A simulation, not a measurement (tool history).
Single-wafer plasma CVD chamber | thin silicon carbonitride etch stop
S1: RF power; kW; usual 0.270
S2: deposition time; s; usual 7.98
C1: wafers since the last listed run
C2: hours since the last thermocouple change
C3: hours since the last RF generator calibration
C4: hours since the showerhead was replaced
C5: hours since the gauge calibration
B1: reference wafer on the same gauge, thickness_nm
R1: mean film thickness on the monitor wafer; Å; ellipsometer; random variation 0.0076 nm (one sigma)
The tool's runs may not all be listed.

run	hour	S1	S2	C1	C2	C3	C4	C5	B1	R1
1	0.0	0.245	7.98	0	1483.2	2048.6	3887.2	434.5	5.079	48.83
2	28.2	0.245	7.98	658	1511.4	2076.8	3915.4	462.7	5.078	48.95
3	61.6	0.310	6.71	779	1544.8	2110.2	3948.8	496.1	5.078	43.55
4	110.0	0.310	6.71	1129	1593.2	2158.6	3997.2	544.5	5.082	43.59
5	175.3	0.310	6.71	1524	1658.5	2223.9	4062.5	609.8	5.080	43.47
6	229.6	0.240	9.08	1267	1712.8	2278.2	4116.8	664.1	5.080	55.19
7	266.9	0.240	9.08	870	1750.1	2315.5	4154.1	701.4	5.081	54.99
8	302.7	0.220	7.98	835	1785.9	2351.3	4189.9	737.2	5.080	47.50
# hour 340.1: showerhead replaced
9	369.3	0.240	7.46	1367	1852.5	2417.9	29.2	803.8	5.079	45.31
# hour 459.1: RF generator calibrated
# hour 466.3: gauge calibrated
# hour 546.0: thermocouple changed; heater temperature recalibrated
10	579.3	0.270	7.98	4527	33.3	120.2	239.2	113.0	5.080	50.88
11	623.9	0.245	7.41	1040	77.9	164.8	283.8	157.6	5.083	46.17
12	766.2	0.310	7.37	3321	220.2	307.1	426.1	299.9	5.082	48.54
13	794.7	0.225	7.11	665	248.7	335.6	454.6	328.4	5.076	43.28
14	826.8	0.255	9.01	749	280.8	367.7	486.7	360.5	5.080	56.64
15	894.4	0.240	9.08	1577	348.4	435.3	554.3	428.1	5.082	56.16

Forecast each of these 5 alternatives for the next run:
A	894.8	0.270	7.38	9	348.8	435.7	554.7	428.5	?	?
B	894.8	0.225	9.24	9	348.8	435.7	554.7	428.5	?	?
C	894.8	0.305	6.65	9	348.8	435.7	554.7	428.5	?	?
D	894.8	0.270	6.91	9	348.8	435.7	554.7	428.5	?	?
E	894.8	0.255	9.40	9	348.8	435.7	554.7	428.5	?	?

run	B1	R1
A	5.078	47.05
B	5.078	56.33
C	5.078	43.72
D	5.078	44.05
E	5.078	59.08
Without the tool's hidden state the same runs would have given:
run	R1
A	47.15
B	56.45
C	43.81
D	44.15
E	59.21

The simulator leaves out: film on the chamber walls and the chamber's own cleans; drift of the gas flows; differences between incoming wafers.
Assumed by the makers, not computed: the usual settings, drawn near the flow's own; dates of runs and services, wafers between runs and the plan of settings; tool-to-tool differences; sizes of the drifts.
